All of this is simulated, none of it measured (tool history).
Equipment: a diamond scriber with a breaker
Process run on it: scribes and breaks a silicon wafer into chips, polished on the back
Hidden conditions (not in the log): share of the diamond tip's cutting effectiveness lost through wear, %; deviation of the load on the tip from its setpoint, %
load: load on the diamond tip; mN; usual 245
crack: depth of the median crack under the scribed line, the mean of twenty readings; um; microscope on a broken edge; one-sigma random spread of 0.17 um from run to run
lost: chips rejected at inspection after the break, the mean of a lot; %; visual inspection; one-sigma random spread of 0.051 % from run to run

| run | hour | load | wafers since the last listed run | hours since the diamond tip was replaced | hours since the load on the tip was calibrated | incoming depth of the damage left on the back of the incoming wafer, um | crack | lost |
|---|---|---|---|---|---|---|---|---|
| 1 | 0 | 245 | 0 | 802.4 | 840.6 | 0.02 | 7.98 | 4.63 |
| 2 | 51.2 | 245 | 350 | 853.6 | 891.8 | 0.02 | 7.72 | 4.7 |
| 3 | 116.7 | 245 | 448 | 919.1 | 957.3 | 0.01 | 7.89 | 5.45 |
| 4 | 155.3 | 245 | 264 | 957.7 | 995.9 | 0.01 | 7.51 | 6.03 |
| 5 | 202.9 | 245 | 325 | 1005.3 | 1043.5 | 0.05 | 7.57 | 6.54 |
| 6 | 247.1 | 245 | 302 | 1049.5 | 1087.7 | 0.05 | 7.69 | 7.1 |
|  | 345.3 | diamond tip replaced by a new one |
| 7 | 532.8 | 304 | 1942 | 187.5 | 1373.4 | 0.05 | 9.03 | 2.01 |
| 8 | 610.6 | 304 | 532 | 265.3 | 1451.2 | 0.01 | 8.96 | 1.66 |
| 9 | 655.3 | 304 | 305 | 310 | 1495.9 | 0.03 | 8.76 | 1.58 |
| 10 | 718.4 | 192 | 431 | 373.1 | 1559 | 0.05 | 6.16 | 24.43 |
| 11 | 784.5 | 192 | 452 | 439.2 | 1625.1 | 0.01 | 6.02 | 27.05 |
| 12 | 842.5 | 192 | 397 | 497.2 | 1683.1 | 0.03 | 5.98 | 30.76 |
| 13 | 896.7 | 278 | 371 | 551.4 | 1737.3 | 0.01 | 7.84 | 3.86 |
| 14 | 1002.3 | 278 | 722 | 657 | 1842.9 | 0.03 | 7.63 | 5.07 |
|  | 1054.2 | load on the tip recalibrated |
| 15 | 1056.8 | 278 | 359 | 711.5 | 2.6 | 0.05 | 9.07 | 1.5 |
| 16 | 1117.7 | 210 | 416 | 772.4 | 63.5 | 0.03 | 7.39 | 11.7 |
| 17 | 1211.1 | 192 | 639 | 865.8 | 156.9 | 0.03 | 6.48 | 20.06 |
| 18 | 1298.2 | 298 | 596 | 952.9 | 244 | 0.01 | 9.22 | 1.78 |
|  | 1311.9 | diamond tip replaced by a new one |
| 19 | 1355.9 | 245 | 381 | 44 | 301.7 | 0.04 | 8.64 | 1.74 |
| 20 | 1418.5 | 245 | 428 | 106.6 | 364.3 | 0.04 | 8.18 | 1.81 |
| 21 | 1471.4 | 245 | 362 | 159.5 | 417.2 | 0.04 | 8.46 | 1.88 |
| 22 | 1525.2 | 245 | 368 | 213.3 | 471 | 0.05 | 8.55 | 2.07 |
| 23 | 1617.9 | 271 | 634 | 306 | 563.7 | 0.01 | 8.61 | 1.42 |
| 24 | 1707.5 | 185 | 613 | 395.6 | 653.3 | 0.02 | 6.61 | 20.7 |
| 25 | 1801 | 315 | 640 | 489.1 | 746.8 | 0.05 | 9.69 | 3.81 |
| 26 | 1837.7 | 304 | 251 | 525.8 | 783.5 | 0.02 | 9.53 | 2.58 |
| 27 | 1910 | 207 | 494 | 598.1 | 855.8 | 0.03 | 6.94 | 13.37 |
| 28 | 2169.8 | 283 | 1778 | 857.9 | 1115.6 | 0.01 | 8.57 | 1.69 |
| 29 | 2233.5 | 180 | 436 | 921.6 | 1179.3 | 0.02 | 5.56 | 34.42 |
|  | 2260.7 | diamond tip replaced by a new one |
| 30 | 2274 | 280 | 263 | 13.3 | 1219.8 | 0.03 | 9.17 | 1.51 |
| 31 | 2376 | 186 | 698 | 115.3 | 1321.8 | 0.05 | 6.55 | 21.1 |

What if the next run were any one of these 3? Each begins from the tool's condition after run 31:
| A | 2376.5 | 245 | 3 | 115.8 | 1322.3 | 0.04 | ? | ? |
| B | 2376.5 | 225 | 3 | 115.8 | 1322.3 | 0.04 | ? | ? |
| C | 2376.5 | 316 | 3 | 115.8 | 1322.3 | 0.04 | ? | ? |

| run | crack | lost |
|---|---|---|
| A | 8.1 | 3.92 |
| B | 7.58 | 7.94 |
| C | 9.85 | 3.4 |
With the hidden condition removed and each run's random variation left untouched, the same runs would have given:
| run | crack | lost |
|---|---|---|
| A | 8.99 | 1.48 |
| B | 8.4 | 2.51 |
| C | 10.92 | 9.83 |

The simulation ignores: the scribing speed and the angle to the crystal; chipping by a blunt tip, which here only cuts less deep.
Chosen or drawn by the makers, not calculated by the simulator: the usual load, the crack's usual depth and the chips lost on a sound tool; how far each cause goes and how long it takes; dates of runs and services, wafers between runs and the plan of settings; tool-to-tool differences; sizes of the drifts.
